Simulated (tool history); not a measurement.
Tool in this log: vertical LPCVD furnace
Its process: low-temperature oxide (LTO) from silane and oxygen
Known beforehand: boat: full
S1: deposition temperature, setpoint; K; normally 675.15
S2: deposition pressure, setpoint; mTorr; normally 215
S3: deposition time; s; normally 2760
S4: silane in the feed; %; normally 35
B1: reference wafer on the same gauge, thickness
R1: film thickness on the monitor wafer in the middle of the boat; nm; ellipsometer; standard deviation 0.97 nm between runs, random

run 1 hour=0 | S1=675.15 S2=215 S3=2760 S4=35 | B1=273.49 | R1=322.7
run 2 hour=65.3 | S1=675.15 S2=215 S3=2760 S4=35 | B1=273.73 | R1=322.73
run 3 hour=103.8 | S1=675.15 S2=215 S3=2190 S4=35 | B1=274 | R1=256.36
run 4 hour=148.8 | S1=675.15 S2=215 S3=2190 S4=35 | B1=274.25 | R1=256.13
-- hour=352.6 pressure gauge zeroed
run 5 hour=353.1 | S1=675.15 S2=215 S3=2760 S4=35 | B1=273.94 | R1=337.28
run 6 hour=374 | S1=675.15 S2=215 S3=2760 S4=35 | B1=273.68 | R1=340.17
run 7 hour=432 | S1=675.15 S2=215 S3=2760 S4=35 | B1=274.1 | R1=337.47
-- hour=453.9 gauge calibrated
run 8 hour=475.9 | S1=679.15 S2=215 S3=2760 S4=35 | B1=274.02 | R1=352.89
run 9 hour=502.3 | S1=679.15 S2=215 S3=2760 S4=35 | B1=273.95 | R1=354.02
run 10 hour=564.9 | S1=675.15 S2=215 S3=2760 S4=35 | B1=273.75 | R1=337.16
run 11 hour=592 | S1=675.15 S2=215 S3=2760 S4=35 | B1=274.15 | R1=338.07
run 12 hour=620.7 | S1=675.15 S2=215 S3=2760 S4=35 | B1=274.12 | R1=337.4
-- hour=697.1 silane flow controller replaced
run 13 hour=697.6 | S1=675.15 S2=265 S3=2760 S4=35 | B1=274.16 | R1=417.3
-- hour=725 thermocouples replaced and temperature profile calibrated
run 14 hour=751.9 | S1=672.15 S2=215 S3=3750 S4=35 | B1=274.05 | R1=444.42
run 15 hour=807.1 | S1=675.15 S2=175 S3=2370 S4=35 | B1=274.07 | R1=236.11
run 16 hour=833.6 | S1=686.15 S2=215 S3=2400 S4=29 | B1=274.2 | R1=255.37
run 17 hour=894.7 | S1=685.15 S2=215 S3=2760 S4=33 | B1=273.92 | R1=349.5
run 18 hour=945.4 | S1=683.15 S2=215 S3=2760 S4=33 | B1=273.71 | R1=340.53

Below, each run's measurement less what the same run would have read without the hidden state. Both values contain the same run-to-run variation, but the gauge's scatter may not be the same in both:
The hidden state here: true tube temperature minus thermocouple reading, K; true pressure minus gauge reading, mTorr; deviation of the silane flow from its setpoint, %; gauge reads high (%).
run=1 R1=-13.39
run=2 R1=-14.06
run=3 R1=-11.49
run=4 R1=-11.86
run=5 R1=+1.48
run=6 R1=+1.49
run=7 R1=+1.47
run=8 R1=+1.52
run=9 R1=+1.52
run=10 R1=+1.41
run=11 R1=+1.39
run=12 R1=+1.38
run=13 R1=+1.3
run=14 R1=+1.64
run=15 R1=+1.01
run=16 R1=+0.86
run=17 R1=+1.08
run=18 R1=+0.97
